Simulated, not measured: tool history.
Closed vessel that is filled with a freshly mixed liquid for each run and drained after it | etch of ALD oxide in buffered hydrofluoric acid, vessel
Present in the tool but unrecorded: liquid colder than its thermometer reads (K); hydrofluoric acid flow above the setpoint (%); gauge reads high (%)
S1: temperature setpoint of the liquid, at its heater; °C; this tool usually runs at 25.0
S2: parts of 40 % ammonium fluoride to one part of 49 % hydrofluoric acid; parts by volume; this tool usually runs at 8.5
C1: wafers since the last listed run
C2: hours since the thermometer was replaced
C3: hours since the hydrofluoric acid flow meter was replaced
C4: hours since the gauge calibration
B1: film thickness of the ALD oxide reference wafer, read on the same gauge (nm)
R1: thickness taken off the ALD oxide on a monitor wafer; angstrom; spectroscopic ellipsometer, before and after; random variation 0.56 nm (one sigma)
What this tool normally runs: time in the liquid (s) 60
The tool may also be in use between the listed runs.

Run 1, hour 0.0: usual settings; C1 0; C2 2479.6; C3 2405.6; C4 91.9; B1 139.98. Result: R1 3123.6 angstrom.
Run 2, hour 9.4: usual settings; C1 1274; C2 2489.0; C3 2415.0; C4 101.3; B1 139.97. Result: R1 3120.5 angstrom.
Run 3, hour 18.1: usual settings; C1 1179; C2 2497.7; C3 2423.7; C4 110.0; B1 139.99. Result: R1 3121.7 angstrom.
Run 4, hour 33.4: usual settings; C1 2075; C2 2513.0; C3 2439.0; C4 125.3; B1 139.97. Result: R1 3133.5 angstrom.
Run 5, hour 46.0: usual settings but S1 28.0 °C; C1 1708; C2 2525.6; C3 2451.6; C4 137.9; B1 140.01. Result: R1 3675.9 angstrom.
Run 6, hour 63.8: usual settings but S2 7.0 parts by volume; C1 2414; C2 2543.4; C3 2469.4; C4 155.7; B1 140.00. Result: R1 3773.7 angstrom.
Run 7, hour 75.1: usual settings but S2 7.0 parts by volume; C1 1532; C2 2554.7; C3 2480.7; C4 167.0; B1 140.01. Result: R1 3781.7 angstrom.
At hour 90.3: gauge calibrated.
Run 8, hour 91.2: usual settings; C1 2183; C2 2570.8; C3 2496.8; C4 0.9; B1 139.96. Result: R1 3129.6 angstrom.
At hour 95.7: thermometer replaced.
At hour 105.3: hydrofluoric acid flow meter replaced.
Run 9, hour 108.4: usual settings but S2 7.5 parts by volume, time in the liquid (s) 50; C1 2061; C2 12.7; C3 3.1; C4 18.1; B1 140.02. Result: R1 3098.7 angstrom.
Run 10, hour 122.9: usual settings but S1 27.0 °C, S2 6.0 parts by volume, time in the liquid (s) 75; C1 1966; C2 27.2; C3 17.6; C4 32.6; B1 140.01. Result: R1 6244.1 angstrom.
Run 11, hour 137.1: usual settings; C1 1925; C2 41.4; C3 31.8; C4 46.8; B1 139.97. Result: R1 3307.0 angstrom.
At hour 142.3: hydrofluoric acid flow meter replaced, repeated, since the last time left the tool worse.
Run 12, hour 149.4: usual settings but S1 21.5 °C, S2 12.0 parts by volume, time in the liquid (s) 80; C1 1532; C2 53.7; C3 7.1; C4 59.1; B1 140.01. Result: R1 2307.4 angstrom.
Run 13, hour 164.1: usual settings but S1 27.0 °C, S2 6.5 parts by volume, time in the liquid (s) 45; C1 1993; C2 68.4; C3 21.8; C4 73.8; B1 140.03. Result: R1 3125.4 angstrom.
Run 14, hour 174.0: usual settings; C1 1342; C2 78.3; C3 31.7; C4 83.7; B1 140.00. Result: R1 2838.4 angstrom.

4 ways to go on from here, each from the tool as it stands after run 14. What would each give?
Run A, hour 174.7: usual settings; C1 94; C2 79.0; C3 32.4; C4 84.4; B1 ?. Result: R1 ?.
Run B, hour 174.7: usual settings but S2 5.0 parts by volume; C1 94; C2 79.0; C3 32.4; C4 84.4; B1 ?. Result: R1 ?.
Run C, hour 174.7: usual settings but S1 27.5 °C, S2 6.5 parts by volume, time in the liquid (s) 90; C1 94; C2 79.0; C3 32.4; C4 84.4; B1 ?. Result: R1 ?.
Run D, hour 174.7: usual settings but S2 7.5 parts by volume; C1 94; C2 79.0; C3 32.4; C4 84.4; B1 ?. Result: R1 ?.

run      B1      R1
  A  140.00  2845.6
  B  140.00  4674.2
  C  140.00  6408.6
  D  140.00  3258.0
Take away the tool's hidden state, keep each run's random variation, and the runs would have read:
run      R1
  A  2819.5
  B  4637.3
  C  6361.6
  D  3228.5
